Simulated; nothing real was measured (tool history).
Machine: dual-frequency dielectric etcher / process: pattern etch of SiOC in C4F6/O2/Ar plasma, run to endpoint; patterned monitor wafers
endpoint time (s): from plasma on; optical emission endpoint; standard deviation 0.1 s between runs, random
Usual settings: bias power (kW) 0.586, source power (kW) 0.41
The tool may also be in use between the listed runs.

run	hour	bias power (kW)	source power (kW)	incoming incoming film thickness, nm	endpoint time (s)
1	0	0.586	0.41	43.21	13.5
2	46.9	0.586	0.41	43.5	13.6
3	143.7	0.586	0.41	43.43	13.5
4	249.7	0.586	0.41	43.55	13.6
5	309.6	0.586	0.41	43.56	13.2
# hour 340.3: wet clean of the chamber
6	398.7	0.586	0.41	43.27	13.9
7	492.3	0.586	0.41	43.55	13.8
8	541.6	0.586	0.41	44.26	14
9	591.8	0.625	0.38	43.63	13.5
10	673.7	0.625	0.38	43.26	13.2
11	742.9	0.586	0.41	43.76	13.6
# hour 800.8: wet clean of the chamber
12	844.1	0.586	0.41	43.62	13.9
# hour 902.5: source power generator calibrated
# hour 905.5: upper electrode replaced
13	952	0.628	0.41	43.18	13.2
# hour 972.7: bias power generator calibrated
14	1055.1	0.586	0.41	43.6	13.8
15	1156.2	0.715	0.45	43.41	11.9
16	1233.6	0.628	0.41	43.65	13.1
# hour 1327.9: wet clean of the chamber
17	1328.4	0.586	0.47	43.28	13.3
18	1449.9	0.654	0.41	43.75	12.9
19	1525.4	0.644	0.46	43.25	12.4
20	1564.3	0.51	0.48	43.56	14.3
21	1642.2	0.586	0.41	43.53	13.4
22	1734.8	0.586	0.41	43.98	13.5

Predict the results of run 23:
# hour 1842.1: wet clean of the chamber
23	1842.6	0.586	0.41	43.42	?

{"run 23": {"endpoint time (s)": 13.9}}
With no hidden state in the tool, this same run would have given endpoint time (s) 13.9.
